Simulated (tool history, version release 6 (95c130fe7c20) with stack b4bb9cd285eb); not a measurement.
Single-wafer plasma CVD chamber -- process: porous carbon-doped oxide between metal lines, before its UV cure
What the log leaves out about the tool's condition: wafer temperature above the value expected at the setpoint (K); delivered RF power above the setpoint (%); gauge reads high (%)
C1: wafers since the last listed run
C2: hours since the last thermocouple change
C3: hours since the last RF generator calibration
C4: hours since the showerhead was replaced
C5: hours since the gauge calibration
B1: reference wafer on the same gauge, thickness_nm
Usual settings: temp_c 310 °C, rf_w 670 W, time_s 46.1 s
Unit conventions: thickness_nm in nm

Run 1, day 0.000: usual settings but temp_c 305 °C; C1 0; C2 858.1; C3 1378.0; C4 6207.3; C5 2201.9; B1 260.014. Result: thickness_nm 300.740 nm.
At day 1.200: gauge calibrated.
Run 2, day 1.367: usual settings but temp_c 305 °C; C1 583; C2 890.9; C3 1410.8; C4 6240.1; C5 4.0; B1 260.001. Result: thickness_nm 296.482 nm.
Run 3, day 3.300: usual settings but temp_c 305 °C, rf_w 705 W; C1 825; C2 937.3; C3 1457.2; C4 6286.5; C5 50.4; B1 260.045. Result: thickness_nm 310.536 nm.
At day 4.792: showerhead replaced.
Run 4, day 5.208: usual settings but temp_c 321 °C; C1 672; C2 983.1; C3 1503.0; C4 10.0; C5 96.2; B1 260.132. Result: thickness_nm 274.182 nm.
Run 5, day 7.221: usual settings but temp_c 321 °C; C1 859; C2 1031.4; C3 1551.3; C4 58.3; C5 144.5; B1 259.857. Result: thickness_nm 273.980 nm.
At day 8.871: thermocouple changed; heater temperature recalibrated.
Run 6, day 9.471: usual settings but temp_c 321 °C; C1 818; C2 14.4; C3 1605.3; C4 112.3; C5 198.5; B1 259.968. Result: thickness_nm 278.536 nm.
Run 7, day 11.367: usual settings; C1 809; C2 59.9; C3 1650.8; C4 157.8; C5 244.0; B1 260.273. Result: thickness_nm 296.664 nm.
At day 11.708: RF generator calibrated.
Run 8, day 13.129: usual settings; C1 610; C2 102.2; C3 34.1; C4 200.1; C5 286.3; B1 260.226. Result: thickness_nm 294.435 nm.
Run 9, day 15.804: usual settings; C1 1141; C2 166.4; C3 98.3; C4 264.3; C5 350.5; B1 259.791. Result: thickness_nm 295.238 nm.
Run 10, day 17.717: usual settings; C1 816; C2 212.3; C3 144.2; C4 310.2; C5 396.4; B1 259.933. Result: thickness_nm 296.311 nm.
Run 11, day 19.492: usual settings; C1 757; C2 254.9; C3 186.8; C4 352.8; C5 439.0; B1 260.110. Result: thickness_nm 294.840 nm.
Run 12, day 21.846: usual settings but temp_c 301 °C; C1 1004; C2 311.4; C3 243.3; C4 409.3; C5 495.5; B1 259.849. Result: thickness_nm 313.001 nm.
Run 13, day 23.867: usual settings; C1 862; C2 359.9; C3 291.8; C4 457.8; C5 544.0; B1 259.852. Result: thickness_nm 292.329 nm.
Run 14, day 26.408: usual settings but temp_c 297 °C, rf_w 575 W, time_s 43.3 s; C1 1084; C2 420.9; C3 352.8; C4 518.8; C5 605.0; B1 260.076. Result: thickness_nm 273.656 nm.
Run 15, day 27.738: usual settings but rf_w 555 W, time_s 55.0 s; C1 567; C2 452.8; C3 384.7; C4 550.7; C5 636.9; B1 259.844. Result: thickness_nm 314.813 nm.
Run 16, day 30.125: usual settings but temp_c 315 °C, rf_w 780 W, time_s 49.2 s; C1 1019; C2 510.1; C3 442.0; C4 608.0; C5 694.2; B1 260.230. Result: thickness_nm 329.596 nm.
Run 17, day 31.958: usual settings but time_s 42.1 s; C1 782; C2 554.1; C3 486.0; C4 652.0; C5 738.2; B1 260.328. Result: thickness_nm 266.513 nm.
Run 18, day 33.642: usual settings; C1 718; C2 594.5; C3 526.4; C4 692.4; C5 778.6; B1 260.143. Result: thickness_nm 292.625 nm.
Run 19, day 36.512: usual settings but temp_c 305 °C, rf_w 735 W, time_s 41.6 s; C1 1225; C2 663.4; C3 595.3; C4 761.3; C5 847.5; B1 260.334. Result: thickness_nm 287.032 nm.
Run 20, day 38.988: usual settings but temp_c 324 °C, rf_w 580 W, time_s 39.8 s; C1 1056; C2 722.8; C3 654.7; C4 820.7; C5 906.9; B1 259.751. Result: thickness_nm 214.273 nm.
Run 21, day 40.021: usual settings but temp_c 322 °C, rf_w 615 W, time_s 49.6 s; C1 441; C2 747.6; C3 679.5; C4 845.5; C5 931.7; B1 259.918. Result: thickness_nm 279.020 nm.
Run 22, day 42.038: usual settings but temp_c 319 °C, time_s 50.1 s; C1 860; C2 796.0; C3 727.9; C4 893.9; C5 980.1; B1 259.971. Result: thickness_nm 298.771 nm.
Run 23, day 43.850: usual settings but rf_w 565 W; C1 773; C2 839.5; C3 771.4; C4 937.4; C5 1023.6; B1 260.256. Result: thickness_nm 267.887 nm.
Run 24, day 45.129: usual settings; C1 546; C2 870.2; C3 802.1; C4 968.1; C5 1054.3; B1 260.064. Result: thickness_nm 293.025 nm.
Run 25, day 47.650: usual settings but time_s 42.1 s; C1 1076; C2 930.7; C3 862.6; C4 1028.6; C5 1114.8; B1 259.786. Result: thickness_nm 266.728 nm.
Run 26, day 50.250: usual settings; C1 1109; C2 993.1; C3 925.0; C4 1091.0; C5 1177.2; B1 260.099. Result: thickness_nm 294.481 nm.
At day 51.575: thermocouple changed; heater temperature recalibrated.
Run 27, day 53.029: usual settings but temp_c 319 °C, rf_w 715 W, time_s 53.6 s; C1 1044; C2 34.9; C3 991.7; C4 1157.7; C5 1243.9; B1 260.157. Result: thickness_nm 342.105 nm.
Run 28, day 55.112: usual settings but temp_c 318 °C; C1 889; C2 84.9; C3 1041.7; C4 1207.7; C5 1293.9; B1 259.722. Result: thickness_nm 283.955 nm.
Run 29, day 59.404: usual settings but temp_c 317 °C, rf_w 710 W, time_s 42.4 s; C1 1831; C2 187.9; C3 1144.7; C4 1310.7; C5 1396.9; B1 259.989. Result: thickness_nm 271.225 nm.
Run 30, day 60.512: usual settings but time_s 52.4 s; C1 473; C2 214.5; C3 1171.3; C4 1337.3; C5 1423.5; B1 260.178. Result: thickness_nm 336.789 nm.
Run 31, day 62.500: usual settings but temp_c 315 °C, rf_w 805 W, time_s 52.3 s; C1 848; C2 262.2; C3 1219.0; C4 1385.0; C5 1471.2; B1 259.911. Result: thickness_nm 356.497 nm.
Run 32, day 64.742: usual settings; C1 956; C2 316.0; C3 1272.8; C4 1438.8; C5 1525.0; B1 260.244. Result: thickness_nm 295.571 nm.
Run 33, day 66.296: usual settings but temp_c 296 °C; C1 663; C2 353.3; C3 1310.1; C4 1476.1; C5 1562.3; B1 260.044. Result: thickness_nm 325.152 nm.
Run 34, day 67.533: usual settings but temp_c 322 °C, rf_w 615 W, time_s 51.0 s; C1 528; C2 383.0; C3 1339.8; C4 1505.8; C5 1592.0; B1 260.041. Result: thickness_nm 289.157 nm.

4 ways to go on from here, each from the tool as it stands after run 34. What would each give?
Run A, day 67.550: usual settings but rf_w 635 W; C1 7; C2 383.4; C3 1340.2; C4 1506.2; C5 1592.4; B1 ?. Result: thickness_nm ?.
Run B, day 67.550: usual settings but temp_c 298 °C; C1 7; C2 383.4; C3 1340.2; C4 1506.2; C5 1592.4; B1 ?. Result: thickness_nm ?.
Run C, day 67.550: usual settings but rf_w 760 W, time_s 41.1 s; C1 7; C2 383.4; C3 1340.2; C4 1506.2; C5 1592.4; B1 ?. Result: thickness_nm ?.
Run D, day 67.550: usual settings but temp_c 295 °C, rf_w 760 W, time_s 51.4 s; C1 7; C2 383.4; C3 1340.2; C4 1506.2; C5 1592.4; B1 ?. Result: thickness_nm ?.

run       B1  thickness_nm
  A  260.115       284.687
  B  260.115       316.077
  C  260.115       280.987
  D  260.115       384.537
Had the tool no hidden state, the same runs would have come out as:
run  thickness_nm
  A       288.677
  B       320.964
  C       284.924
  D       390.556
